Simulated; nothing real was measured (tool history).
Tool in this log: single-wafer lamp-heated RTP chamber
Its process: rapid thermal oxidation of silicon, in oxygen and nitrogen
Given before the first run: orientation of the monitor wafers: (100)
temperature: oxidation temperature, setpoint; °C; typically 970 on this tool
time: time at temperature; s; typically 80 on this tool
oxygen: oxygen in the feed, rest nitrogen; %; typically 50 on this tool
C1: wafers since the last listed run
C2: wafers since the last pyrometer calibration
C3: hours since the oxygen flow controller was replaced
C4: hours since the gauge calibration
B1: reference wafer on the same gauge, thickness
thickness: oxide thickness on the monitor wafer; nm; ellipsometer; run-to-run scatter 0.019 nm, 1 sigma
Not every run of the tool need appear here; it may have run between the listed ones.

{"run": 1, "day": 0.0, "temperature": 970, "time": 80, "oxygen": 50, "C1": 0, "C2": 2813, "C3": 4209.2, "C4": 458, "B1": 3.429, "thickness": 4.138}
{"run": 2, "day": 2.667, "temperature": 970, "time": 80, "oxygen": 50, "C1": 366, "C2": 3180, "C3": 4273.2, "C4": 522, "B1": 3.43, "thickness": 4.119}
{"run": 3, "day": 4.95, "temperature": 970, "time": 80, "oxygen": 50, "C1": 314, "C2": 3494, "C3": 4328, "C4": 576.8, "B1": 3.424, "thickness": 4.156}
{"run": 4, "day": 7.121, "temperature": 970, "time": 100, "oxygen": 50, "C1": 298, "C2": 3793, "C3": 4380.1, "C4": 628.9, "B1": 3.429, "thickness": 4.592}
{"run": 5, "day": 10.088, "temperature": 970, "time": 80, "oxygen": 50, "C1": 408, "C2": 4201, "C3": 4451.3, "C4": 700.1, "B1": 3.426, "thickness": 4.205}
{"run": 6, "day": 11.971, "temperature": 970, "time": 80, "oxygen": 50, "C1": 259, "C2": 4460, "C3": 4496.5, "C4": 745.3, "B1": 3.429, "thickness": 4.209}
{"run": 7, "day": 13.775, "temperature": 970, "time": 80, "oxygen": 50, "C1": 248, "C2": 4709, "C3": 4539.8, "C4": 788.6, "B1": 3.431, "thickness": 4.225}
{"run": 8, "day": 15.538, "temperature": 970, "time": 80, "oxygen": 50, "C1": 242, "C2": 4951, "C3": 4582.1, "C4": 830.9, "B1": 3.435, "thickness": 4.183}
{"run": 9, "day": 18.517, "temperature": 970, "time": 93, "oxygen": 50, "C1": 409, "C2": 5361, "C3": 4653.6, "C4": 902.4, "B1": 3.433, "thickness": 4.513}
{"run": 10, "day": 20.192, "temperature": 970, "time": 93, "oxygen": 50, "C1": 230, "C2": 5592, "C3": 4693.8, "C4": 942.6, "B1": 3.423, "thickness": 4.495}
{"run": 11, "day": 22.717, "temperature": 970, "time": 49, "oxygen": 43, "C1": 347, "C2": 5939, "C3": 4754.4, "C4": 1003.2, "B1": 3.438, "thickness": 3.369}
{"run": 12, "day": 24.383, "temperature": 970, "time": 49, "oxygen": 43, "C1": 229, "C2": 6168, "C3": 4794.4, "C4": 1043.2, "B1": 3.431, "thickness": 3.348}
{"day": 27.229, "done": "pyrometer window cleaned and pyrometer calibrated"}
{"day": 27.388, "done": "oxygen flow controller replaced"}
{"run": 13, "day": 27.408, "temperature": 970, "time": 80, "oxygen": 50, "C1": 348, "C2": 2, "C3": 0.5, "C4": 1115.8, "B1": 3.436, "thickness": 4.01}
{"run": 14, "day": 28.088, "temperature": 970, "time": 80, "oxygen": 50, "C1": 93, "C2": 96, "C3": 16.8, "C4": 1132.1, "B1": 3.433, "thickness": 3.998}
{"run": 15, "day": 30.833, "temperature": 970, "time": 80, "oxygen": 50, "C1": 377, "C2": 473, "C3": 82.7, "C4": 1198, "B1": 3.436, "thickness": 4.056}
{"run": 16, "day": 32.133, "temperature": 970, "time": 80, "oxygen": 50, "C1": 178, "C2": 652, "C3": 113.9, "C4": 1229.2, "B1": 3.429, "thickness": 4.033}
{"run": 17, "day": 33.383, "temperature": 970, "time": 80, "oxygen": 50, "C1": 172, "C2": 824, "C3": 143.9, "C4": 1259.2, "B1": 3.425, "thickness": 4.032}
{"run": 18, "day": 34.492, "temperature": 970, "time": 80, "oxygen": 50, "C1": 152, "C2": 977, "C3": 170.5, "C4": 1285.8, "B1": 3.426, "thickness": 4.031}
{"day": 36.729, "done": "gauge calibrated"}
{"run": 19, "day": 37.112, "temperature": 970, "time": 80, "oxygen": 28, "C1": 360, "C2": 1338, "C3": 233.4, "C4": 9.2, "B1": 3.424, "thickness": 3.418}
{"run": 20, "day": 38.533, "temperature": 970, "time": 80, "oxygen": 50, "C1": 195, "C2": 1533, "C3": 267.5, "C4": 43.3, "B1": 3.429, "thickness": 4.04}
{"run": 21, "day": 41.004, "temperature": 970, "time": 80, "oxygen": 50, "C1": 340, "C2": 1873, "C3": 326.8, "C4": 102.6, "B1": 3.422, "thickness": 4.079}
{"run": 22, "day": 42.85, "temperature": 970, "time": 96, "oxygen": 50, "C1": 254, "C2": 2127, "C3": 371.1, "C4": 146.9, "B1": 3.428, "thickness": 4.408}
{"run": 23, "day": 47.929, "temperature": 988, "time": 116, "oxygen": 26, "C1": 698, "C2": 2826, "C3": 493, "C4": 268.8, "B1": 3.428, "thickness": 4.427}
{"run": 24, "day": 49.012, "temperature": 961, "time": 110, "oxygen": 60, "C1": 149, "C2": 2975, "C3": 519, "C4": 294.8, "B1": 3.429, "thickness": 4.678}
{"run": 25, "day": 51.054, "temperature": 946, "time": 68, "oxygen": 66, "C1": 280, "C2": 3256, "C3": 568, "C4": 343.8, "B1": 3.429, "thickness": 3.566}
{"run": 26, "day": 52.188, "temperature": 957, "time": 105, "oxygen": 74, "C1": 155, "C2": 3412, "C3": 595.2, "C4": 371, "B1": 3.429, "thickness": 4.816}
{"run": 27, "day": 54.3, "temperature": 950, "time": 106, "oxygen": 73, "C1": 290, "C2": 3703, "C3": 645.9, "C4": 421.7, "B1": 3.426, "thickness": 4.569}
{"run": 28, "day": 55.675, "temperature": 993, "time": 80, "oxygen": 72, "C1": 189, "C2": 3892, "C3": 678.9, "C4": 454.7, "B1": 3.435, "thickness": 5.526}
{"run": 29, "day": 57.262, "temperature": 957, "time": 80, "oxygen": 23, "C1": 218, "C2": 4111, "C3": 717, "C4": 492.8, "B1": 3.433, "thickness": 3.105}
{"run": 30, "day": 58.754, "temperature": 970, "time": 67, "oxygen": 37, "C1": 205, "C2": 4316, "C3": 752.8, "C4": 528.6, "B1": 3.437, "thickness": 3.587}
{"run": 31, "day": 60.358, "temperature": 970, "time": 96, "oxygen": 50, "C1": 220, "C2": 4537, "C3": 791.3, "C4": 567.1, "B1": 3.423, "thickness": 4.547}

Below are 3 alternative next runs, each starting from the tool's condition after run 31. Predict each:
{"run": "A", "day": 60.379, "temperature": 984, "time": 80, "oxygen": 50, "C1": 2, "C2": 4539, "C3": 791.8, "C4": 567.6, "B1": "?", "thickness": "?"}
{"run": "B", "day": 60.379, "temperature": 970, "time": 52, "oxygen": 50, "C1": 2, "C2": 4539, "C3": 791.8, "C4": 567.6, "B1": "?", "thickness": "?"}
{"run": "C", "day": 60.379, "temperature": 959, "time": 80, "oxygen": 50, "C1": 2, "C2": 4539, "C3": 791.8, "C4": 567.6, "B1": "?", "thickness": "?"}

run=A B1=3.428 thickness=4.606
run=B B1=3.428 thickness=3.516
run=C B1=3.428 thickness=3.87
The same runs, with their run-to-run variation unchanged, on a tool lacking any hidden condition would have given:
run=A thickness=4.396
run=B thickness=3.373
run=C thickness=3.701
